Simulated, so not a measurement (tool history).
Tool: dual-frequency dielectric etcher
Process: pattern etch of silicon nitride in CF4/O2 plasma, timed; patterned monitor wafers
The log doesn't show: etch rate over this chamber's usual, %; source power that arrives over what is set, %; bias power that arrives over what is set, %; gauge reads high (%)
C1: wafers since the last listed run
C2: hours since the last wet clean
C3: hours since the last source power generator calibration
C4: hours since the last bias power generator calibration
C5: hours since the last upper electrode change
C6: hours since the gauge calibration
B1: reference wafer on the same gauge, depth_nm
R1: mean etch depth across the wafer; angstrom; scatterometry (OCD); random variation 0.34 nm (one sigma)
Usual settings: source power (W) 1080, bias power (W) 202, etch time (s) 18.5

run 1 hour=0 | source_power_(W)=890 bias_power_(W)=202 etch_time_(s)=18.5 | C1=0 C2=296.3 C3=4358.2 C4=4748.5 C5=4092.3 C6=116.6 | B1=66.4 | R1=644
run 2 hour=16.7 | source_power_(W)=890 bias_power_(W)=202 etch_time_(s)=18.5 | C1=168 C2=313 C3=4374.9 C4=4765.2 C5=4109 C6=133.3 | B1=66.3 | R1=648
run 3 hour=24.6 | source_power_(W)=1080 bias_power_(W)=202 etch_time_(s)=18.5 | C1=79 C2=320.9 C3=4382.8 C4=4773.1 C5=4116.9 C6=141.2 | B1=66.4 | R1=744
run 4 hour=65.5 | source_power_(W)=1080 bias_power_(W)=202 etch_time_(s)=18.5 | C1=413 C2=361.8 C3=4423.7 C4=4814 C5=4157.8 C6=182.1 | B1=66.4 | R1=743
run 5 hour=80.9 | source_power_(W)=1080 bias_power_(W)=202 etch_time_(s)=18.5 | C1=155 C2=377.2 C3=4439.1 C4=4829.4 C5=4173.2 C6=197.5 | B1=66.5 | R1=735
run 6 hour=88 | source_power_(W)=900 bias_power_(W)=202 etch_time_(s)=18.5 | C1=71 C2=384.3 C3=4446.2 C4=4836.5 C5=4180.3 C6=204.6 | B1=66.3 | R1=651
-- hour=128.4 upper electrode replaced
run 7 hour=128.9 | source_power_(W)=1080 bias_power_(W)=202 etch_time_(s)=18.5 | C1=170 C2=425.2 C3=4487.1 C4=4877.4 C5=0.5 C6=245.5 | B1=66.5 | R1=739
run 8 hour=129.2 | source_power_(W)=1080 bias_power_(W)=202 etch_time_(s)=18.5 | C1=3 C2=425.5 C3=4487.4 C4=4877.7 C5=0.8 C6=245.8 | B1=66.3 | R1=739
run 9 hour=129.5 | source_power_(W)=1080 bias_power_(W)=202 etch_time_(s)=18.5 | C1=3 C2=425.8 C3=4487.7 C4=4878 C5=1.1 C6=246.1 | B1=66.3 | R1=742
run 10 hour=132.8 | source_power_(W)=1080 bias_power_(W)=202 etch_time_(s)=18.5 | C1=33 C2=429.1 C3=4491 C4=4881.3 C5=4.4 C6=249.4 | B1=66.4 | R1=736
run 11 hour=147.9 | source_power_(W)=1080 bias_power_(W)=191 etch_time_(s)=18.5 | C1=152 C2=444.2 C3=4506.1 C4=4896.4 C5=19.5 C6=264.5 | B1=66.5 | R1=718
run 12 hour=163.2 | source_power_(W)=1080 bias_power_(W)=191 etch_time_(s)=18.5 | C1=154 C2=459.5 C3=4521.4 C4=4911.7 C5=34.8 C6=279.8 | B1=66.3 | R1=717
-- hour=172 source power generator calibrated
run 13 hour=178.1 | source_power_(W)=1080 bias_power_(W)=202 etch_time_(s)=18.5 | C1=110 C2=474.4 C3=6.1 C4=4926.6 C5=49.7 C6=294.7 | B1=66.4 | R1=737
-- hour=189.6 bias power generator calibrated
run 14 hour=190.6 | source_power_(W)=1290 bias_power_(W)=202 etch_time_(s)=24 | C1=85 C2=486.9 C3=18.6 C4=1 C5=62.2 C6=307.2 | B1=66.5 | R1=1090
run 15 hour=206.4 | source_power_(W)=1200 bias_power_(W)=186 etch_time_(s)=13.5 | C1=159 C2=502.7 C3=34.4 C4=16.8 C5=78 C6=323 | B1=66.5 | R1=559
run 16 hour=213.6 | source_power_(W)=920 bias_power_(W)=202 etch_time_(s)=22 | C1=72 C2=509.9 C3=41.6 C4=24 C5=85.2 C6=330.2 | B1=66.5 | R1=774
-- hour=238.5 wet clean of the chamber
run 17 hour=239 | source_power_(W)=1080 bias_power_(W)=202 etch_time_(s)=18.5 | C1=14 C2=0.5 C3=67 C4=49.4 C5=110.6 C6=355.6 | B1=66.6 | R1=751
run 18 hour=239.3 | source_power_(W)=1330 bias_power_(W)=202 etch_time_(s)=18.5 | C1=3 C2=0.8 C3=67.3 C4=49.7 C5=110.9 C6=355.9 | B1=66.5 | R1=887
run 19 hour=241.7 | source_power_(W)=1080 bias_power_(W)=202 etch_time_(s)=18.5 | C1=24 C2=3.2 C3=69.7 C4=52.1 C5=113.3 C6=358.3 | B1=66.3 | R1=750
run 20 hour=250.7 | source_power_(W)=880 bias_power_(W)=221 etch_time_(s)=14.5 | C1=90 C2=12.2 C3=78.7 C4=61.1 C5=122.3 C6=367.3 | B1=66.4 | R1=529
run 21 hour=266.7 | source_power_(W)=1080 bias_power_(W)=202 etch_time_(s)=18.5 | C1=161 C2=28.2 C3=94.7 C4=77.1 C5=138.3 C6=383.3 | B1=66.4 | R1=750
run 22 hour=277.4 | source_power_(W)=1200 bias_power_(W)=202 etch_time_(s)=13.5 | C1=108 C2=38.9 C3=105.4 C4=87.8 C5=149 C6=394 | B1=66.3 | R1=593
-- hour=285.7 gauge calibrated
run 23 hour=289.4 | source_power_(W)=1170 bias_power_(W)=232 etch_time_(s)=13 | C1=121 C2=50.9 C3=117.4 C4=99.8 C5=161 C6=3.7 | B1=66.4 | R1=598
run 24 hour=321.5 | source_power_(W)=1320 bias_power_(W)=227 etch_time_(s)=21 | C1=324 C2=83 C3=149.5 C4=131.9 C5=193.1 C6=35.8 | B1=66.3 | R1=1051
run 25 hour=333.3 | source_power_(W)=880 bias_power_(W)=221 etch_time_(s)=14.5 | C1=119 C2=94.8 C3=161.3 C4=143.7 C5=204.9 C6=47.6 | B1=66.4 | R1=532
run 26 hour=348 | source_power_(W)=940 bias_power_(W)=238 etch_time_(s)=13.5 | C1=148 C2=109.5 C3=176 C4=158.4 C5=219.6 C6=62.3 | B1=66.3 | R1=538
run 27 hour=360.5 | source_power_(W)=1080 bias_power_(W)=202 etch_time_(s)=18.5 | C1=126 C2=122 C3=188.5 C4=170.9 C5=232.1 C6=74.8 | B1=66.4 | R1=744
run 28 hour=376 | source_power_(W)=1080 bias_power_(W)=184 etch_time_(s)=14.5 | C1=156 C2=137.5 C3=204 C4=186.4 C5=247.6 C6=90.3 | B1=66.5 | R1=554
run 29 hour=382.1 | source_power_(W)=1080 bias_power_(W)=165 etch_time_(s)=18.5 | C1=61 C2=143.6 C3=210.1 C4=192.5 C5=253.7 C6=96.4 | B1=66.3 | R1=673

Measured less the same run without the tool's hidden state. The same run-to-run variation is in both; the gauge's scatter may not be:
run=1 R1=-8
run=2 R1=-9
run=3 R1=-11
run=4 R1=-13
run=5 R1=-13
run=6 R1=-11
run=7 R1=-15
run=8 R1=-15
run=9 R1=-15
run=10 R1=-15
run=11 R1=-15
run=12 R1=-15
run=13 R1=-17
run=14 R1=-25
run=15 R1=-13
run=16 R1=-19
run=17 R1=-3
run=18 R1=-2
run=19 R1=-3
run=20 R1=-2
run=21 R1=-4
run=22 R1=-3
run=23 R1=-3
run=24 R1=-8
run=25 R1=-4
run=26 R1=-5
run=27 R1=-7
run=28 R1=-6
run=29 R1=-8
